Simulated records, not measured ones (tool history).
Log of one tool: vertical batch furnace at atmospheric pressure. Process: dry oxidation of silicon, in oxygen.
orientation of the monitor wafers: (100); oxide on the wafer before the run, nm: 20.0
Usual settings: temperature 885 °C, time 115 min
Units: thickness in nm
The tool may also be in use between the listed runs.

run	hour	temperature	time	wafers since the last listed run	hours since the last temperature calibration	hours since the boat lift was adjusted	hours since the gauge calibration	read-back reference wafer on the same gauge, thickness	thickness
1	0	885	115	0	3174.4	2167.3	499.1	32	34.34
2	24.3	885	115	203	3198.7	2191.6	523.4	32.02	34.24
3	83.3	885	115	493	3257.7	2250.6	582.4	32	34.2
4	130.8	869	115	397	3305.2	2298.1	629.9	31.99	31.11
# hour 139.4: gauge calibrated
5	161.2	869	115	254	3335.6	2328.5	21.8	32	31.02
6	198	869	115	307	3372.4	2365.3	58.6	32	31.06
7	266.9	900	115	576	3441.3	2434.2	127.5	32	38.01
# hour 351: boat lift adjusted
8	362.6	867	88.5	600	3537	11.6	223.2	31.99	28.1
9	434.9	885	137.5	605	3609.3	83.9	295.5	31.99	36.96
10	495.4	898	115	506	3669.8	144.4	356	32.01	37.33
11	529.7	901	92.5	287	3704.1	178.7	390.3	32	34.77
# hour 558: thermocouples replaced and temperature profile calibrated
12	583.4	873	96	248	25.4	232.4	444	32.01	30.22
13	644.2	902	154	508	86.2	293.2	504.8	32	45.63
14	675.6	885	115	262	117.6	324.6	536.2	32	35
# hour 716.4: gauge calibrated
# hour 785.2: thermocouples replaced and temperature profile calibrated, repeated, since the last time left the tool worse
15	854.4	885	115	1295	69.2	503.4	138	32	33.61
16	902.5	909	62.5	402	117.3	551.5	186.1	32	30.88
17	947.3	872	170	374	162.1	596.3	230.9	32.01	36.42

What the log doesn't show, run by run:
monitor wafer colder than the profiled boat position, K: 0 in every run
gauge reads high (%): 0 in every run
H1: true tube temperature minus thermocouple reading, K
run	H1
1	3.16
2	3.17
3	3.18
4	3.19
5	3.2
6	3.2
7	3.22
8	3.23
9	3.25
10	3.25
11	3.26
12	6.06
13	6.2
14	6.27
15	0.544
16	0.654
17	0.753

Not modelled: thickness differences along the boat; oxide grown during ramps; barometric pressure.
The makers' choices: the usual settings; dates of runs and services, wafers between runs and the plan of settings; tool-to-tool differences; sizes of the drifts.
